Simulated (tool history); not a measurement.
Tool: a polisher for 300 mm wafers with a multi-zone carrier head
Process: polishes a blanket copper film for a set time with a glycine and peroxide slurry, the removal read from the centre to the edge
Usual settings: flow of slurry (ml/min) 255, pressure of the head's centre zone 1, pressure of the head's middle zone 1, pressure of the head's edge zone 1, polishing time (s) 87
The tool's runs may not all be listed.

| run | hour | flow of slurry (ml/min) | pressure of the head's centre zone | pressure of the head's middle zone | pressure of the head's edge zone | polishing time (s) | wafers since the last listed run | wafers polished on this pad | hours since the slurry nozzle was cleaned | hours since the centre zone pressure was calibrated | hours since the edge zone pressure was calibrated | hours since the carrier head's membrane was replaced | incoming thickness of the incoming film, nm | film removed at the wafer's centre (angstrom) | film removed at mid-radius (angstrom) | film removed at the wafer's edge (angstrom) |
|---|---|---|---|---|---|---|---|---|---|---|---|---|---|---|---|---|
| 1 | 0 | 255 | 1 | 0.94 | 1 | 87 | 0 | 3968 | 514.1 | 224 | 476.6 | 815.9 | 1827.5 | 4426 | 4265 | 4249 |
| 2 | 56 | 325 | 1 | 1 | 0.93 | 97 | 420 | 4388 | 570.1 | 280 | 532.6 | 871.9 | 1778.2 | 5097 | 5095 | 4927 |
| 3 | 124.9 | 320 | 1.03 | 1 | 1.09 | 87 | 517 | 4906 | 639 | 348.9 | 601.5 | 940.8 | 1794.8 | 4633 | 4589 | 4594 |
| 4 | 199.8 | 255 | 0.97 | 1.04 | 1.04 | 87 | 562 | 5468 | 713.9 | 423.8 | 676.4 | 1015.7 | 1817 | 4337 | 4627 | 4439 |
|  | 250.6 | worn pad replaced by a new one |
|  | 261 | slurry nozzle cleaned |
| 5 | 307.4 | 195 | 1 | 1 | 1 | 87 | 770 | 418 | 46.4 | 531.4 | 784 | 1123.3 | 1835.2 | 4175 | 4214 | 4366 |
| 6 | 408.5 | 255 | 1 | 1.06 | 1 | 87 | 758 | 1177 | 147.5 | 632.5 | 885.1 | 1224.4 | 1839.1 | 4456 | 4615 | 4346 |
| 7 | 467.7 | 255 | 1 | 0.93 | 1 | 113 | 444 | 1621 | 206.7 | 691.7 | 944.3 | 1283.6 | 1828.3 | 5678 | 5540 | 5591 |
| 8 | 506.5 | 255 | 1 | 1 | 0.96 | 87 | 291 | 1912 | 245.5 | 730.5 | 983.1 | 1322.4 | 1804.8 | 4522 | 4414 | 4179 |
| 9 | 586.8 | 255 | 1 | 1 | 1.08 | 87 | 602 | 2515 | 325.8 | 810.8 | 1063.4 | 1402.7 | 1802.1 | 4434 | 4453 | 4513 |
|  | 608.1 | centre zone pressure recalibrated |
|  | 678.1 | edge zone pressure recalibrated |
|  | 758.9 | carrier head's membrane replaced by a new one |
| 10 | 908.1 | 255 | 1 | 1 | 0.91 | 109 | 2343 | 4859 | 647.1 | 300 | 230 | 149.2 | 1834.2 | 5529 | 5518 | 5331 |
|  | 915.9 | slurry nozzle cleaned |
| 11 | 968.9 | 255 | 1 | 1.06 | 1 | 87 | 448 | 5308 | 53 | 360.8 | 290.8 | 210 | 1855.6 | 4446 | 4644 | 4402 |
|  | 1039 | worn pad replaced by a new one |
| 12 | 1055.7 | 255 | 1 | 1.08 | 1 | 87 | 621 | 125 | 139.8 | 447.6 | 377.6 | 296.8 | 1835.1 | 4366 | 4697 | 4364 |
| 13 | 1135.4 | 215 | 1 | 1 | 1.1 | 114 | 598 | 723 | 219.5 | 527.3 | 457.3 | 376.5 | 1811.2 | 5686 | 5710 | 5892 |
| 14 | 1171.9 | 255 | 1 | 1 | 0.95 | 112 | 273 | 997 | 256 | 563.8 | 493.8 | 413 | 1798.9 | 5741 | 5818 | 5382 |
| 15 | 1252.1 | 255 | 1.11 | 0.96 | 1 | 87 | 601 | 1599 | 336.2 | 644 | 574 | 493.2 | 1819.9 | 4769 | 4260 | 4329 |
| 16 | 1309.7 | 255 | 1 | 1.08 | 1 | 87 | 432 | 2031 | 393.8 | 701.6 | 631.6 | 550.8 | 1791.5 | 4438 | 4709 | 4346 |

The next listed run, before its measurement:
| 17 | 1350.3 | 170 | 1.12 | 0.9 | 1.1 | 87 | 304 | 2336 | 434.4 | 742.2 | 672.2 | 591.4 | 1811.6 | ? | ? | ? |

{"run 17": {"film removed at the wafer's centre (angstrom)": 4533, "film removed at mid-radius (angstrom)": 3975, "film removed at the wafer's edge (angstrom)": 4336}}
Without the tool's hidden state the same run would have given film removed at the wafer's centre (angstrom) 4533, film removed at mid-radius (angstrom) 3975, film removed at the wafer's edge (angstrom) 4336.
